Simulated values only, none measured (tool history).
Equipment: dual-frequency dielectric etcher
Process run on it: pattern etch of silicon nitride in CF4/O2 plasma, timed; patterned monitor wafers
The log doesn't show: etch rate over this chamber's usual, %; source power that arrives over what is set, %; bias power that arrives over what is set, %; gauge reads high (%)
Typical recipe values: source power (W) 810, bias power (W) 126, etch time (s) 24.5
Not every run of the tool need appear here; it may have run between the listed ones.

run,hour,source power (W),bias power (W),etch time (s),wafers since the last listed run,hours since the last wet clean,hours since the last source power generator calibration,hours since the last bias power generator calibration,hours since the last upper electrode change,hours since the gauge calibration,"read-back reference wafer on the same gauge, depth_nm",mean etch depth across the wafer (Å)
1,0.0,710,126,24.5,0,0.5,2846.7,1698.4,4318.4,537.3,80.4,666
2,25.1,810,126,24.5,386,25.6,2871.8,1723.5,4343.5,562.4,80.3,718
3,41.0,810,126,24.5,244,41.5,2887.7,1739.4,4359.4,578.3,80.4,720
4,58.0,810,126,24.5,261,58.5,2904.7,1756.4,4376.4,595.3,80.4,718
5,87.6,810,126,24.5,455,88.1,2934.3,1786.0,4406.0,624.9,80.2,721
6,111.9,810,126,24.5,373,112.4,2958.6,1810.3,4430.3,649.2,80.5,718
7,137.1,760,126,24.5,387,137.6,2983.8,1835.5,4455.5,674.4,80.4,692
8,168.5,760,126,24.5,482,169.0,3015.2,1866.9,4486.9,705.8,80.3,693
9,190.3,760,126,24.5,335,190.8,3037.0,1888.7,4508.7,727.6,80.4,689
10,218.1,680,126,24.5,427,218.6,3064.8,1916.5,4536.5,755.4,80.4,651
11,233.8,680,126,24.5,241,234.3,3080.5,1932.2,4552.2,771.1,80.4,646
12,267.0,680,126,24.5,510,267.5,3113.7,1965.4,4585.4,804.3,80.5,645
13,281.2,810,106,24.5,218,281.7,3127.9,1979.6,4599.6,818.5,80.3,689
14,315.2,810,126,24.5,522,315.7,3161.9,2013.6,4633.6,852.5,80.5,720
# hour 324.1: gauge calibrated
15,332.6,620,147,22.0,267,333.1,3179.3,2031.0,4651.0,8.5,80.5,578
16,352.7,810,139,26.5,309,353.2,3199.4,2051.1,4671.1,28.6,80.4,801
# hour 392.7: wet clean of the chamber
17,393.2,960,145,28.5,253,0.5,3239.9,2091.6,4711.6,69.1,80.4,969
# hour 403.5: source power generator calibrated
18,455.8,810,157,24.5,901,63.1,52.3,2154.2,4774.2,131.7,80.5,768
# hour 499.3: upper electrode replaced
19,499.8,620,126,21.0,307,107.1,96.3,2198.2,0.5,175.7,80.4,531
# hour 549.1: bias power generator calibrated
20,550.7,620,126,21.0,721,158.0,147.2,1.6,51.4,226.6,80.2,525
21,578.3,990,105,24.5,424,185.6,174.8,29.2,79.0,254.2,80.4,782
22,606.0,940,157,27.5,426,213.3,202.5,56.9,106.7,281.9,80.4,938
23,630.7,810,107,30.5,379,238.0,227.2,81.6,131.4,306.6,80.4,860
24,665.3,810,126,24.5,532,272.6,261.8,116.2,166.0,341.2,80.4,721
25,686.7,810,126,19.0,329,294.0,283.2,137.6,187.4,362.6,80.4,555
26,718.4,620,110,31.5,487,325.7,314.9,169.3,219.1,394.3,80.3,763
27,734.1,760,126,24.5,241,341.4,330.6,185.0,234.8,410.0,80.4,696
# hour 787.8: wet clean of the chamber
28,788.3,810,126,24.5,464,0.5,384.8,239.2,289.0,464.2,80.4,718
29,816.3,810,106,24.5,430,28.5,412.8,267.2,317.0,492.2,80.5,690

Branching from run 29: 5 alternative next runs. What would each branch give?
A,816.7,810,126,24.5,6,28.9,413.2,267.6,317.4,492.6,?,?
B,816.7,640,104,19.5,6,28.9,413.2,267.6,317.4,492.6,?,?
C,816.7,610,109,18.5,6,28.9,413.2,267.6,317.4,492.6,?,?
D,816.7,890,155,29.5,6,28.9,413.2,267.6,317.4,492.6,?,?
E,816.7,900,108,24.5,6,28.9,413.2,267.6,317.4,492.6,?,?

run,"read-back reference wafer on the same gauge, depth_nm",mean etch depth across the wafer (Å)
A,80.3,718
B,80.3,474
C,80.3,442
D,80.3,970
E,80.3,738
Take away the tool's hidden state, keep each run's random variation, and the runs would have read:
run,mean etch depth across the wafer (Å)
A,718
B,474
C,442
D,970
E,738

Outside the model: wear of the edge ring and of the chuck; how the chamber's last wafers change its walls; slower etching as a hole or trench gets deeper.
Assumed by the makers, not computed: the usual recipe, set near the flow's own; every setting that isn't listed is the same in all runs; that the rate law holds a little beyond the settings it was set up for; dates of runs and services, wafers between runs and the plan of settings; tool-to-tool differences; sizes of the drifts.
